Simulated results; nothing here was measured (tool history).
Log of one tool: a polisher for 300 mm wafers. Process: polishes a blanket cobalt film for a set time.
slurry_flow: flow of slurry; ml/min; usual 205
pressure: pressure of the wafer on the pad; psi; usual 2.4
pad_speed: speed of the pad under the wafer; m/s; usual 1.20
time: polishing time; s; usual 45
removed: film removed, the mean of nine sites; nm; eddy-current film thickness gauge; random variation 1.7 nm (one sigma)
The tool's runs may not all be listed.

run	hour	slurry_flow	pressure	pad_speed	time	wafers since the last listed run	wafers polished on this pad	hours since the slurry nozzle was cleaned	hours since the head pressure was calibrated	incoming thickness of the incoming film, nm	removed
1	0.0	205	2.4	1.20	45	0	209	226.8	202.5	937.7	271.6
2	26.2	205	2.1	1.20	45	288	498	253.0	228.7	933.8	246.1
3	57.0	205	2.1	1.20	45	339	837	283.8	259.5	947.6	241.2
4	80.6	205	2.1	1.20	45	259	1097	307.4	283.1	925.7	242.7
5	116.6	205	2.4	1.40	45	396	1493	343.4	319.1	946.2	309.2
6	141.3	205	2.4	1.40	45	272	1765	368.1	343.8	921.9	308.6
7	162.5	205	2.4	1.40	45	233	1999	389.3	365.0	942.7	309.9
8	176.1	205	2.4	1.20	45	149	2149	402.9	378.6	940.2	264.4
9	197.3	205	2.4	1.20	45	233	2382	424.1	399.8	954.6	262.0
# hour 223.1: worn pad replaced by a new one
10	224.7	205	2.4	1.20	45	257	18	451.5	427.2	934.3	271.3
11	242.6	205	2.4	1.20	45	197	215	469.4	445.1	937.1	270.4
12	258.6	205	2.4	1.20	45	176	391	485.4	461.1	936.3	269.4
13	293.7	205	2.4	1.20	45	386	777	520.5	496.2	937.6	269.2
14	310.6	205	2.4	1.20	45	186	964	537.4	513.1	932.0	265.7
# hour 323.3: slurry nozzle cleaned
# hour 359.8: head pressure recalibrated
15	374.6	205	2.4	1.20	45	671	1635	51.3	14.8	937.9	265.2
16	400.0	205	2.4	1.20	55	279	1915	76.7	40.2	949.6	324.3
# hour 431.0: worn pad replaced by a new one
17	432.0	205	2.4	1.20	45	308	10	108.7	72.2	938.2	273.4
18	460.6	205	2.8	1.20	37	314	325	137.3	100.8	937.1	250.4
19	490.2	270	2.4	1.62	45	325	651	166.9	130.4	938.5	375.2
20	516.8	140	2.4	1.20	59	292	944	193.5	157.0	953.1	327.5
21	541.8	230	1.9	0.78	56	275	1220	218.5	182.0	931.0	183.9
22	576.7	150	2.4	1.20	45	384	1604	253.4	216.9	922.2	254.2
23	589.3	230	3.2	1.20	52	138	1743	266.0	229.5	941.8	386.1
# hour 637.0: worn pad replaced by a new one
24	684.3	205	2.1	1.20	45	1002	521	361.0	324.5	926.5	243.0
25	718.2	265	2.4	1.20	45	373	894	394.9	358.4	947.6	276.8
26	738.9	225	1.6	1.20	45	227	1122	415.6	379.1	944.2	203.9
27	766.9	205	2.4	1.20	45	308	1431	443.6	407.1	935.7	262.9
# hour 801.0: head pressure recalibrated
# hour 816.3: worn pad replaced by a new one
28	863.6	265	3.1	1.08	29	998	520	540.3	62.6	930.6	196.5
29	892.3	205	2.4	1.20	45	316	836	569.0	91.3	947.8	268.2
30	912.5	205	2.4	1.20	40	222	1058	589.2	111.5	936.1	238.3

Forecast run 31:
31	946.6	180	2.0	1.00	58	375	1434	623.3	145.6	936.2	?

removed: 243.2 nm
Without the tool's hidden state the same run would have given removed 252.6 nm.
